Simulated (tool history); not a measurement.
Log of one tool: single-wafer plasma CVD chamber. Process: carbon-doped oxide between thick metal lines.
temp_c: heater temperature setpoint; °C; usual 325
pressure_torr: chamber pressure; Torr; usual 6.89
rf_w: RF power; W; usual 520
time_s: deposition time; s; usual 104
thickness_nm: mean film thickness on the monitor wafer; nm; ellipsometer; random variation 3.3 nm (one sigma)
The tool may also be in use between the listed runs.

| run | hour | temp_c | pressure_torr | rf_w | time_s | read-back reference wafer on the same gauge, thickness_nm | thickness_nm |
|---|---|---|---|---|---|---|---|
| 1 | 0.0 | 325 | 6.89 | 520 | 104 | 589.722 | 622.756 |
| 2 | 37.5 | 325 | 6.89 | 520 | 104 | 587.096 | 616.500 |
| 3 | 86.9 | 325 | 6.89 | 520 | 104 | 588.746 | 619.282 |
| 4 | 133.1 | 325 | 6.89 | 520 | 104 | 588.987 | 615.626 |
| 5 | 176.8 | 325 | 6.89 | 520 | 104 | 587.764 | 620.219 |
| 6 | 202.7 | 325 | 6.89 | 520 | 104 | 589.916 | 613.181 |
| 7 | 262.6 | 314 | 6.89 | 440 | 104 | 589.154 | 565.961 |
| 8 | 328.0 | 325 | 6.89 | 520 | 104 | 586.831 | 618.765 |
|  | 425.6 | thermocouple changed; heater temperature recalibrated |
|  | 451.6 | showerhead replaced |
|  | 474.8 | RF generator calibrated |
|  | 484.2 | gauge calibrated |
|  | 528.5 | capacitance manometer re-zeroed and calibrated |
| 9 | 529.0 | 325 | 6.89 | 520 | 104 | 588.644 | 594.651 |
| 10 | 572.9 | 313 | 6.89 | 520 | 89 | 589.714 | 534.961 |
|  | 617.9 | RF generator calibrated, repeated, since the last time left the tool worse |
| 11 | 618.4 | 325 | 6.89 | 520 | 104 | 588.182 | 632.854 |
| 12 | 648.0 | 325 | 6.89 | 520 | 104 | 589.847 | 631.727 |
| 13 | 688.5 | 325 | 6.89 | 455 | 104 | 588.285 | 579.934 |
| 14 | 733.9 | 325 | 6.89 | 460 | 104 | 588.087 | 580.895 |
| 15 | 803.2 | 338 | 6.89 | 490 | 104 | 588.898 | 582.756 |
| 16 | 862.9 | 311 | 6.89 | 435 | 104 | 587.629 | 583.003 |
| 17 | 906.6 | 325 | 7.79 | 550 | 104 | 587.658 | 658.274 |

Forecast each of these 4 alternatives for the next run:
| A | 907.0 | 325 | 6.89 | 490 | 104 | ? | ? |
| B | 907.0 | 335 | 5.53 | 460 | 94 | ? | ? |
| C | 907.0 | 320 | 5.47 | 520 | 124 | ? | ? |
| D | 907.0 | 325 | 6.89 | 430 | 104 | ? | ? |

| run | read-back reference wafer on the same gauge, thickness_nm | thickness_nm |
|---|---|---|
| A | 588.957 | 596.939 |
| B | 588.957 | 480.473 |
| C | 588.957 | 721.479 |
| D | 588.957 | 540.712 |
Without the tool's hidden state the same runs would have given:
| run | thickness_nm |
|---|---|
| A | 606.356 |
| B | 489.168 |
| C | 732.614 |
| D | 550.624 |
